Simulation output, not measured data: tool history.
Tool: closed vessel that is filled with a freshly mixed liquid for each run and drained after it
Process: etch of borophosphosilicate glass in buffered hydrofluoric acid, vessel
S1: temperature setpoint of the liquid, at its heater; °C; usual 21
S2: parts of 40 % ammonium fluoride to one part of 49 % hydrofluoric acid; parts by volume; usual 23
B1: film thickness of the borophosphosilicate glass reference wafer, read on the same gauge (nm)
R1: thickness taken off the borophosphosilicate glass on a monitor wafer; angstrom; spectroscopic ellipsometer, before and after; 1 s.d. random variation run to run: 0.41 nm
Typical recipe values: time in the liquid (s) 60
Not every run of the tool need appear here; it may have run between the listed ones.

{"run": 1, "hour": 0.0, "S1": 23.5, "S2": 23, "time in the liquid (s)": 35, "B1": 30, "R1": 411.1}
{"run": 2, "hour": 38.7, "S1": 23.5, "S2": 23, "time in the liquid (s)": 35, "B1": 30, "R1": 405}
{"run": 3, "hour": 81.8, "S1": 21, "S2": 23, "time in the liquid (s)": 60, "B1": 30.02, "R1": 602.4}
{"run": 4, "hour": 130.8, "S1": 21, "S2": 23, "time in the liquid (s)": 60, "B1": 30, "R1": 602.6}
{"run": 5, "hour": 194.0, "S1": 21, "S2": 23, "time in the liquid (s)": 60, "B1": 30, "R1": 607.3}
{"run": 6, "hour": 246.7, "S1": 24.5, "S2": 23, "time in the liquid (s)": 60, "B1": 30.01, "R1": 743.8}
{"run": 7, "hour": 306.8, "S1": 24.5, "S2": 23, "time in the liquid (s)": 60, "B1": 30, "R1": 744.6}
{"run": 8, "hour": 355.8, "S1": 24.5, "S2": 23, "time in the liquid (s)": 60, "B1": 30, "R1": 738.3}
{"run": 9, "hour": 425.2, "S1": 21, "S2": 23, "time in the liquid (s)": 60, "B1": 30, "R1": 611.1}
{"hour": 429.5, "done": "thermometer replaced"}
{"run": 10, "hour": 496.9, "S1": 21, "S2": 23, "time in the liquid (s)": 60, "B1": 29.97, "R1": 613.5}
{"run": 11, "hour": 541.1, "S1": 21, "S2": 27, "time in the liquid (s)": 60, "B1": 29.99, "R1": 551.5}
{"run": 12, "hour": 586.7, "S1": 21, "S2": 27, "time in the liquid (s)": 60, "B1": 29.98, "R1": 544.3}
{"run": 13, "hour": 615.5, "S1": 21, "S2": 27, "time in the liquid (s)": 60, "B1": 29.99, "R1": 548.2}
{"run": 14, "hour": 648.5, "S1": 21, "S2": 23, "time in the liquid (s)": 40, "B1": 30, "R1": 409.7}
{"hour": 691.0, "done": "hydrofluoric acid flow meter replaced"}
{"run": 15, "hour": 714.7, "S1": 18.5, "S2": 23, "time in the liquid (s)": 60, "B1": 30.01, "R1": 498.4}
{"run": 16, "hour": 760.9, "S1": 25.5, "S2": 29, "time in the liquid (s)": 45, "B1": 30.03, "R1": 473.3}
{"run": 17, "hour": 790.7, "S1": 18.5, "S2": 30, "time in the liquid (s)": 60, "B1": 30.01, "R1": 408.1}
{"run": 18, "hour": 860.7, "S1": 21, "S2": 23, "time in the liquid (s)": 60, "B1": 29.99, "R1": 579.5}
{"run": 19, "hour": 898.5, "S1": 22.5, "S2": 20, "time in the liquid (s)": 60, "B1": 30.01, "R1": 685.3}
{"hour": 899.8, "done": "gauge calibrated"}
{"run": 20, "hour": 933.9, "S1": 21, "S2": 23, "time in the liquid (s)": 60, "B1": 29.98, "R1": 571.1}
{"run": 21, "hour": 968.1, "S1": 17, "S2": 23, "time in the liquid (s)": 90, "B1": 29.99, "R1": 680.4}
{"run": 22, "hour": 1002.3, "S1": 17.5, "S2": 23, "time in the liquid (s)": 85, "B1": 29.97, "R1": 668.9}
{"run": 23, "hour": 1059.0, "S1": 22.5, "S2": 30, "time in the liquid (s)": 85, "B1": 30, "R1": 741.2}
{"run": 24, "hour": 1122.3, "S1": 21, "S2": 23, "time in the liquid (s)": 60, "B1": 30, "R1": 575.2}
{"run": 25, "hour": 1220.1, "S1": 21, "S2": 23, "time in the liquid (s)": 45, "B1": 29.98, "R1": 433.7}
{"run": 26, "hour": 1263.6, "S1": 21, "S2": 17.5, "time in the liquid (s)": 70, "B1": 30.01, "R1": 862.8}
{"run": 27, "hour": 1323.1, "S1": 17.5, "S2": 27.5, "time in the liquid (s)": 85, "B1": 30, "R1": 591.9}

Below, some changes in R1 between adjacent runs. For each, the amount present without the hidden state too (settings, incoming material, random variation) and the amount remaining for the hidden state with gauge scatter not shared by both compared results:
Hidden state present: liquid hotter than its thermometer reads (K); hydrofluoric acid flow above the setpoint (%); gauge reads high (%).
Run 14 -> 15: S1 21 -> 18.5, time in the liquid (s) 40 -> 60, hydrofluoric acid flow meter replaced. R1 +88.7 angstrom: hidden state -29.7, all else +118.4.
Run 25 -> 26: S2 23 -> 17.5, time in the liquid (s) 45 -> 70. R1 +429.1 angstrom: hidden state +14.4, all else +414.7.
Run 26 -> 27: S1 21 -> 17.5, S2 17.5 -> 27.5, time in the liquid (s) 70 -> 85. R1 -270.9 angstrom: hidden state -10.1, all else -260.8.
